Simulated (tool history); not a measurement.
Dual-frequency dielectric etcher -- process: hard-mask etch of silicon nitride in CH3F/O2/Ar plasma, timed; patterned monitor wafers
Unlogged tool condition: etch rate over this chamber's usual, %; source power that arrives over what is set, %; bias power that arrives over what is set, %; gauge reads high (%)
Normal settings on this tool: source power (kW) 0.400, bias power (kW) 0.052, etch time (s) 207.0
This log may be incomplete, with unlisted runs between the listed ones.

run   hour  source power (kW)  bias power (kW)  etch time (s)  wafers since the last listed run  hours since the last wet clean  hours since the last source power generator calibration  hours since the last bias power generator calibration  hours since the last upper electrode change  hours since the gauge calibration  read-back reference wafer on the same gauge, depth_nm  mean etch depth across the wafer (Å)
  1    0.0              0.400            0.060          207.0                                 0                            74.3                                                   2548.2                                                 1571.2                                       2431.5                              430.6                                                  149.0                                  1351
  2   16.3              0.400            0.060          207.0                                96                            90.6                                                   2564.5                                                 1587.5                                       2447.8                              446.9                                                  149.1                                  1336
  3   45.3              0.400            0.060          207.0                               171                           119.6                                                   2593.5                                                 1616.5                                       2476.8                              475.9                                                  149.1                                  1355
  4   80.8              0.400            0.052          207.0                               209                           155.1                                                   2629.0                                                 1652.0                                       2512.3                              511.4                                                  149.0                                  1296
  5   95.1              0.400            0.052          207.0                                84                           169.4                                                   2643.3                                                 1666.3                                       2526.6                              525.7                                                  149.0                                  1295
  6  117.7              0.400            0.052          207.0                               133                           192.0                                                   2665.9                                                 1688.9                                       2549.2                              548.3                                                  149.1                                  1293
     142.7  -- source power generator calibrated
     161.2  -- bias power generator calibrated
     162.0  -- upper electrode replaced
  7  162.5              0.400            0.052          207.0                               212                           236.8                                                     19.8                                                    1.3                                          0.5                              593.1                                                  149.0                                  1304
  8  171.9              0.400            0.052          207.0                                55                           246.2                                                     29.2                                                   10.7                                          9.9                              602.5                                                  149.1                                  1300
     176.6  -- gauge calibrated
  9  196.3              0.400            0.052          207.0                               144                           270.6                                                     53.6                                                   35.1                                         34.3                               19.7                                                  149.1                                  1303
 10  216.9              0.470            0.052          207.0                               121                           291.2                                                     74.2                                                   55.7                                         54.9                               40.3                                                  148.9                                  1385
 11  229.4              0.400            0.055          207.0                                73                           303.7                                                     86.7                                                   68.2                                         67.4                               52.8                                                  149.1                                  1333
 12  253.5              0.400            0.052          207.0                               142                           327.8                                                    110.8                                                   92.3                                         91.5                               76.9                                                  149.0                                  1304
 13  274.4              0.400            0.052          207.0                               123                           348.7                                                    131.7                                                  113.2                                        112.4                               97.8                                                  149.0                                  1314
 14  301.5              0.330            0.041          207.0                               160                           375.8                                                    158.8                                                  140.3                                        139.5                              124.9                                                  148.9                                  1147
 15  314.8              0.490            0.062          183.0                                78                           389.1                                                    172.1                                                  153.6                                        152.8                              138.2                                                  149.0                                  1316
     349.8  -- wet clean of the chamber
 16  350.3              0.490            0.064          229.5                                67                             0.5                                                    207.6                                                  189.1                                        188.3                              173.7                                                  149.1                                  1622
 17  355.8              0.330            0.052          207.0                                32                             6.0                                                    213.1                                                  194.6                                        193.8                              179.2                                                  149.0                                  1213
 18  373.9              0.330            0.052          258.0                               106                            24.1                                                    231.2                                                  212.7                                        211.9                              197.3                                                  149.0                                  1516
 19  391.1              0.400            0.052          207.0                               101                            41.3                                                    248.4                                                  229.9                                        229.1                              214.5                                                  148.9                                  1292
 20  419.5              0.370            0.057          189.0                               167                            69.7                                                    276.8                                                  258.3                                        257.5                              242.9                                                  149.0                                  1196
 21  440.8              0.400            0.052          207.0                               125                            91.0                                                    298.1                                                  279.6                                        278.8                              264.2                                                  149.1                                  1291
 22  456.2              0.400            0.047          207.0                                90                           106.4                                                    313.5                                                  295.0                                        294.2                              279.6                                                  149.0                                  1264
 23  470.2              0.470            0.040          233.0                                82                           120.4                                                    327.5                                                  309.0                                        308.2                              293.6                                                  149.1                                  1435

Forecast each of these 5 alternatives for the next run:
  A  470.7              0.400            0.052          240.0                                 2                           120.9                                                    328.0                                                  309.5                                        308.7                              294.1                                                      ?                                     ?
  B  470.7              0.480            0.060          164.0                                 2                           120.9                                                    328.0                                                  309.5                                        308.7                              294.1                                                      ?                                     ?
  C  470.7              0.400            0.043          249.5                                 2                           120.9                                                    328.0                                                  309.5                                        308.7                              294.1                                                      ?                                     ?
  D  470.7              0.430            0.052          158.0                                 2                           120.9                                                    328.0                                                  309.5                                        308.7                              294.1                                                      ?                                     ?
  E  470.7              0.330            0.062          188.5                                 2                           120.9                                                    328.0                                                  309.5                                        308.7                              294.1                                                      ?                                     ?

run  read-back reference wafer on the same gauge, depth_nm  mean etch depth across the wafer (Å)
  A                                                  148.9                                  1496
  B                                                  148.9                                  1134
  C                                                  148.9                                  1471
  D                                                  148.9                                  1009
  E                                                  148.9                                  1168
What these runs would have given with no unlogged condition in the tool:
run  mean etch depth across the wafer (Å)
  A                                  1484
  B                                  1125
  C                                  1459
  D                                  1000
  E                                  1159

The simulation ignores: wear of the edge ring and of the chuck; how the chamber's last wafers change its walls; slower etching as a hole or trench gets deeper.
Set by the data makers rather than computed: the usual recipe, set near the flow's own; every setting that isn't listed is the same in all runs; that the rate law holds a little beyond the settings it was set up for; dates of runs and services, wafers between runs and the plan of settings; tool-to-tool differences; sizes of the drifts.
